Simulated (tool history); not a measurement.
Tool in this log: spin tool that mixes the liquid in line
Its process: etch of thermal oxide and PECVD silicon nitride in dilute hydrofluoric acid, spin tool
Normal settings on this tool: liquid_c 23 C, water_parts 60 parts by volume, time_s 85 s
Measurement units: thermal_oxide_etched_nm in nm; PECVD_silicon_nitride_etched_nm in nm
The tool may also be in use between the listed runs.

run,day,liquid_c,water_parts,time_s,wafers since the last listed run,hours since the thermometer was replaced,hours since the hydrofluoric acid flow meter was replaced,hours since the gauge calibration,"read-back film thickness of the thermal oxide reference wafer, read on the same gauge (nm)","read-back film thickness of the PECVD silicon nitride reference wafer, read on the same gauge (nm)",thermal_oxide_etched_nm,PECVD_silicon_nitride_etched_nm
1,0.000,23,60,55,0,1465.2,357.4,277.7,110.02,30.015,4.96,1.662
2,2.254,23,60,55,793,1519.3,411.5,331.8,109.98,30.035,4.93,1.670
3,5.462,23,40,50,1129,1596.3,488.5,408.8,110.01,30.052,6.93,2.270
4,9.050,23,40,50,1262,1682.4,574.6,494.9,110.01,30.033,7.01,2.271
5,13.338,23,40,50,1509,1785.3,677.5,597.8,109.99,29.975,7.02,2.260
6,16.979,23,60,85,1281,1872.7,764.9,685.2,109.98,30.013,7.80,2.614
7,19.721,23,60,85,965,1938.5,830.7,751.0,110.00,30.004,7.81,2.702
# day 19.767: hydrofluoric acid flow meter replaced
8,23.942,23,60,75,1471,2039.8,100.2,852.3,110.00,29.995,7.26,2.458

Run 9 comes next. What will it give?
9,26.721,23,60,65,978,2106.5,166.9,919.0,?,?,?,?

{"run 9": {"read-back film thickness of the thermal oxide reference wafer, read on the same gauge (nm)": 109.98, "read-back film thickness of the PECVD silicon nitride reference wafer, read on the same gauge (nm)": 29.969, "thermal_oxide_etched_nm": 6.31, "PECVD_silicon_nitride_etched_nm": 2.158}}
Minus the tool's unlogged condition, the same run would have read thermal_oxide_etched_nm 5.67 nm, PECVD_silicon_nitride_etched_nm 1.957 nm.
